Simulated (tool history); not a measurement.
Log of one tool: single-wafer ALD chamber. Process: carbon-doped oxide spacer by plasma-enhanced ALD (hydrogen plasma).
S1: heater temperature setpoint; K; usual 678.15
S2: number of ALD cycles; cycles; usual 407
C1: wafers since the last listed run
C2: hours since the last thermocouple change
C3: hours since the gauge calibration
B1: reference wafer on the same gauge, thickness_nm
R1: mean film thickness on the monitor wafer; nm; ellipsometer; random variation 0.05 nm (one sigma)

{"run": 1, "hour": 0.0, "S1": 689.15, "S2": 465, "C1": 0, "C2": 1066.4, "C3": 60.1, "B1": 20.544, "R1": 21.975}
{"run": 2, "hour": 31.0, "S1": 678.15, "S2": 407, "C1": 23, "C2": 1097.4, "C3": 91.1, "B1": 20.538, "R1": 19.971}
{"run": 3, "hour": 50.5, "S1": 678.15, "S2": 407, "C1": 14, "C2": 1116.9, "C3": 110.6, "B1": 20.529, "R1": 19.956}
{"run": 4, "hour": 112.6, "S1": 678.15, "S2": 407, "C1": 46, "C2": 1179.0, "C3": 172.7, "B1": 20.517, "R1": 19.974}
{"run": 5, "hour": 130.4, "S1": 678.15, "S2": 407, "C1": 13, "C2": 1196.8, "C3": 190.5, "B1": 20.496, "R1": 19.842}
{"run": 6, "hour": 235.2, "S1": 678.15, "S2": 407, "C1": 79, "C2": 1301.6, "C3": 295.3, "B1": 20.43, "R1": 19.874}
{"run": 7, "hour": 266.3, "S1": 678.15, "S2": 407, "C1": 23, "C2": 1332.7, "C3": 326.4, "B1": 20.406, "R1": 19.822}
{"run": 8, "hour": 279.1, "S1": 678.15, "S2": 344, "C1": 9, "C2": 1345.5, "C3": 339.2, "B1": 20.386, "R1": 16.745}
{"run": 9, "hour": 308.8, "S1": 678.15, "S2": 344, "C1": 22, "C2": 1375.2, "C3": 368.9, "B1": 20.349, "R1": 16.726}
{"run": 10, "hour": 339.6, "S1": 678.15, "S2": 407, "C1": 23, "C2": 1406.0, "C3": 399.7, "B1": 20.322, "R1": 19.71}
{"run": 11, "hour": 367.7, "S1": 678.15, "S2": 407, "C1": 21, "C2": 1434.1, "C3": 427.8, "B1": 20.284, "R1": 19.747}
{"hour": 387.2, "done": "thermocouple changed; heater temperature recalibrated"}
{"run": 12, "hour": 387.7, "S1": 678.15, "S2": 407, "C1": 9, "C2": 0.5, "C3": 447.8, "B1": 20.263, "R1": 19.681}
{"run": 13, "hour": 398.2, "S1": 687.15, "S2": 334, "C1": 7, "C2": 11.0, "C3": 458.3, "B1": 20.224, "R1": 15.676}
{"run": 14, "hour": 423.2, "S1": 667.15, "S2": 347, "C1": 18, "C2": 36.0, "C3": 483.3, "B1": 20.209, "R1": 17.009}
{"hour": 442.8, "done": "gauge calibrated"}
{"run": 15, "hour": 444.1, "S1": 678.15, "S2": 407, "C1": 15, "C2": 56.9, "C3": 1.3, "B1": 20.626, "R1": 19.949}
{"run": 16, "hour": 459.6, "S1": 688.15, "S2": 480, "C1": 11, "C2": 72.4, "C3": 16.8, "B1": 20.602, "R1": 22.889}
{"run": 17, "hour": 483.3, "S1": 690.15, "S2": 360, "C1": 17, "C2": 96.1, "C3": 40.5, "B1": 20.624, "R1": 16.983}
{"run": 18, "hour": 499.0, "S1": 673.15, "S2": 337, "C1": 11, "C2": 111.8, "C3": 56.2, "B1": 20.618, "R1": 16.934}
{"run": 19, "hour": 532.7, "S1": 673.15, "S2": 437, "C1": 25, "C2": 145.5, "C3": 89.9, "B1": 20.596, "R1": 21.877}
{"run": 20, "hour": 561.4, "S1": 678.15, "S2": 407, "C1": 21, "C2": 174.2, "C3": 118.6, "B1": 20.584, "R1": 19.99}
{"run": 21, "hour": 581.3, "S1": 673.15, "S2": 407, "C1": 15, "C2": 194.1, "C3": 138.5, "B1": 20.581, "R1": 20.299}
{"run": 22, "hour": 610.9, "S1": 670.15, "S2": 435, "C1": 22, "C2": 223.7, "C3": 168.1, "B1": 20.577, "R1": 21.64}
{"run": 23, "hour": 640.9, "S1": 678.15, "S2": 407, "C1": 22, "C2": 253.7, "C3": 198.1, "B1": 20.558, "R1": 19.968}
{"run": 24, "hour": 654.8, "S1": 678.15, "S2": 407, "C1": 10, "C2": 267.6, "C3": 212.0, "B1": 20.542, "R1": 20.039}

Forecast each of these 3 alternatives for the next run:
{"run": "A", "hour": 655.8, "S1": 692.15, "S2": 407, "C1": 0, "C2": 268.6, "C3": 213.0, "B1": "?", "R1": "?"}
{"run": "B", "hour": 655.8, "S1": 665.15, "S2": 407, "C1": 0, "C2": 268.6, "C3": 213.0, "B1": "?", "R1": "?"}
{"run": "C", "hour": 655.8, "S1": 690.15, "S2": 370, "C1": 0, "C2": 268.6, "C3": 213.0, "B1": "?", "R1": "?"}

run=A B1=20.546 R1=19.109
run=B B1=20.546 R1=20.305
run=C B1=20.546 R1=17.488
Without the tool's hidden state the same runs would have given:
run=A R1=19.158
run=B R1=20.358
run=C R1=17.533
